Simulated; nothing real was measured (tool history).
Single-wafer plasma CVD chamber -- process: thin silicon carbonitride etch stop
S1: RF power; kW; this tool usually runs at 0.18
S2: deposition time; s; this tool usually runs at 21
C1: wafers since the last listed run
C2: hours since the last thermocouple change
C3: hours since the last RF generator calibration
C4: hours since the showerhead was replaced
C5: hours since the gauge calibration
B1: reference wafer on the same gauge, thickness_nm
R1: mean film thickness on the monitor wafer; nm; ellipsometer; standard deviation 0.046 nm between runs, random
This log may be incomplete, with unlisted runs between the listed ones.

run 1 hour=0 | S1=0.175 S2=21 | C1=0 C2=1806.6 C3=1152.5 C4=5373 C5=2429.4 | B1=14.606 | R1=12.687
run 2 hour=58.4 | S1=0.175 S2=21 | C1=1312 C2=1865 C3=1210.9 C4=5431.4 C5=2487.8 | B1=14.598 | R1=12.701
run 3 hour=93.2 | S1=0.18 S2=21 | C1=782 C2=1899.8 C3=1245.7 C4=5466.2 C5=2522.6 | B1=14.599 | R1=12.818
run 4 hour=144.3 | S1=0.18 S2=21 | C1=1148 C2=1950.9 C3=1296.8 C4=5517.3 C5=2573.7 | B1=14.585 | R1=12.813
run 5 hour=191.4 | S1=0.18 S2=21 | C1=1058 C2=1998 C3=1343.9 C4=5564.4 C5=2620.8 | B1=14.595 | R1=12.806
run 6 hour=248.4 | S1=0.18 S2=21 | C1=1280 C2=2055 C3=1400.9 C4=5621.4 C5=2677.8 | B1=14.596 | R1=12.752
run 7 hour=318.3 | S1=0.18 S2=21 | C1=1570 C2=2124.9 C3=1470.8 C4=5691.3 C5=2747.7 | B1=14.588 | R1=12.759
run 8 hour=384.6 | S1=0.18 S2=21 | C1=1489 C2=2191.2 C3=1537.1 C4=5757.6 C5=2814 | B1=14.603 | R1=12.768
run 9 hour=441.8 | S1=0.18 S2=21 | C1=1285 C2=2248.4 C3=1594.3 C4=5814.8 C5=2871.2 | B1=14.599 | R1=12.817
run 10 hour=504.1 | S1=0.18 S2=21 | C1=1400 C2=2310.7 C3=1656.6 C4=5877.1 C5=2933.5 | B1=14.597 | R1=12.876
-- hour=511 gauge calibrated
run 11 hour=562.6 | S1=0.18 S2=21 | C1=1314 C2=2369.2 C3=1715.1 C4=5935.6 C5=51.6 | B1=14.604 | R1=12.788
-- hour=598.7 RF generator calibrated
run 12 hour=758 | S1=0.2 S2=21 | C1=4211 C2=2564.6 C3=159.3 C4=6131 C5=247 | B1=14.61 | R1=13.256
run 13 hour=797.8 | S1=0.18 S2=21 | C1=894 C2=2604.4 C3=199.1 C4=6170.8 C5=286.8 | B1=14.607 | R1=12.917
run 14 hour=893.8 | S1=0.165 S2=17.4 | C1=2157 C2=2700.4 C3=295.1 C4=6266.8 C5=382.8 | B1=14.606 | R1=10.532
-- hour=936.7 thermocouple changed; heater temperature recalibrated
run 15 hour=940.4 | S1=0.18 S2=21 | C1=867 C2=3.7 C3=341.7 C4=6313.4 C5=429.4 | B1=14.596 | R1=13.002
run 16 hour=997.2 | S1=0.18 S2=21 | C1=1276 C2=60.5 C3=398.5 C4=6370.2 C5=486.2 | B1=14.594 | R1=12.958
run 17 hour=1062.6 | S1=0.21 S2=18 | C1=1469 C2=125.9 C3=463.9 C4=6435.6 C5=551.6 | B1=14.602 | R1=11.48
run 18 hour=1106.3 | S1=0.2 S2=19 | C1=982 C2=169.6 C3=507.6 C4=6479.3 C5=595.3 | B1=14.597 | R1=11.945
run 19 hour=1142.5 | S1=0.18 S2=21 | C1=813 C2=205.8 C3=543.8 C4=6515.5 C5=631.5 | B1=14.584 | R1=12.956
run 20 hour=1175.9 | S1=0.205 S2=24.8 | C1=750 C2=239.2 C3=577.2 C4=6548.9 C5=664.9 | B1=14.589 | R1=15.787
run 21 hour=1205 | S1=0.145 S2=24.9 | C1=653 C2=268.3 C3=606.3 C4=6578 C5=694 | B1=14.571 | R1=14.7
run 22 hour=1273.7 | S1=0.15 S2=22.8 | C1=1543 C2=337 C3=675 C4=6646.7 C5=762.7 | B1=14.599 | R1=13.458
run 23 hour=1307.2 | S1=0.18 S2=21 | C1=752 C2=370.5 C3=708.5 C4=6680.2 C5=796.2 | B1=14.612 | R1=12.892
run 24 hour=1352.6 | S1=0.145 S2=18.2 | C1=1020 C2=415.9 C3=753.9 C4=6725.6 C5=841.6 | B1=14.61 | R1=10.653
run 25 hour=1381 | S1=0.155 S2=24.2 | C1=638 C2=444.3 C3=782.3 C4=6754 C5=870 | B1=14.588 | R1=14.391
-- hour=1412.9 showerhead replaced
run 26 hour=1446.3 | S1=0.18 S2=21 | C1=1287 C2=509.6 C3=847.6 C4=33.4 C5=935.3 | B1=14.608 | R1=12.845
run 27 hour=1473.3 | S1=0.18 S2=18.5 | C1=606 C2=536.6 C3=874.6 C4=60.4 C5=962.3 | B1=14.622 | R1=11.351
run 28 hour=1524.2 | S1=0.205 S2=24.1 | C1=1143 C2=587.5 C3=925.5 C4=111.3 C5=1013.2 | B1=14.594 | R1=15.123
run 29 hour=1582 | S1=0.165 S2=24.9 | C1=1298 C2=645.3 C3=983.3 C4=169.1 C5=1071 | B1=14.593 | R1=15.026
run 30 hour=1729.8 | S1=0.2 S2=19.4 | C1=3321 C2=793.1 C3=1131.1 C4=316.9 C5=1218.8 | B1=14.599 | R1=12.199
run 31 hour=1758.6 | S1=0.18 S2=21 | C1=647 C2=821.9 C3=1159.9 C4=345.7 C5=1247.6 | B1=14.608 | R1=12.804
run 32 hour=1791.2 | S1=0.215 S2=24.4 | C1=732 C2=854.5 C3=1192.5 C4=378.3 C5=1280.2 | B1=14.598 | R1=15.59
run 33 hour=1826.9 | S1=0.18 S2=21 | C1=802 C2=890.2 C3=1228.2 C4=414 C5=1315.9 | B1=14.609 | R1=12.884
run 34 hour=1895.9 | S1=0.155 S2=17.8 | C1=1550 C2=959.2 C3=1297.2 C4=483 C5=1384.9 | B1=14.591 | R1=10.56

Alternative continuations, all from the tool just after run 34; predict every row:
run A hour=1896.3 | S1=0.195 S2=21 | C1=8 C2=959.6 C3=1297.6 C4=483.4 C5=1385.3 | B1=? | R1=?
run B hour=1896.3 | S1=0.21 S2=22.5 | C1=8 C2=959.6 C3=1297.6 C4=483.4 C5=1385.3 | B1=? | R1=?
run C hour=1896.3 | S1=0.215 S2=22.2 | C1=8 C2=959.6 C3=1297.6 C4=483.4 C5=1385.3 | B1=? | R1=?
run D hour=1896.3 | S1=0.205 S2=21 | C1=8 C2=959.6 C3=1297.6 C4=483.4 C5=1385.3 | B1=? | R1=?
run E hour=1896.3 | S1=0.16 S2=25 | C1=8 C2=959.6 C3=1297.6 C4=483.4 C5=1385.3 | B1=? | R1=?

run=A B1=14.59 R1=13.073
run=B B1=14.59 R1=14.24
run=C B1=14.59 R1=14.125
run=D B1=14.59 R1=13.219
run=E B1=14.59 R1=14.915
Without the tool's unlogged condition, the same runs would have read:
run=A R1=13.296
run=B R1=14.484
run=C R1=14.367
run=D R1=13.445
run=E R1=15.17
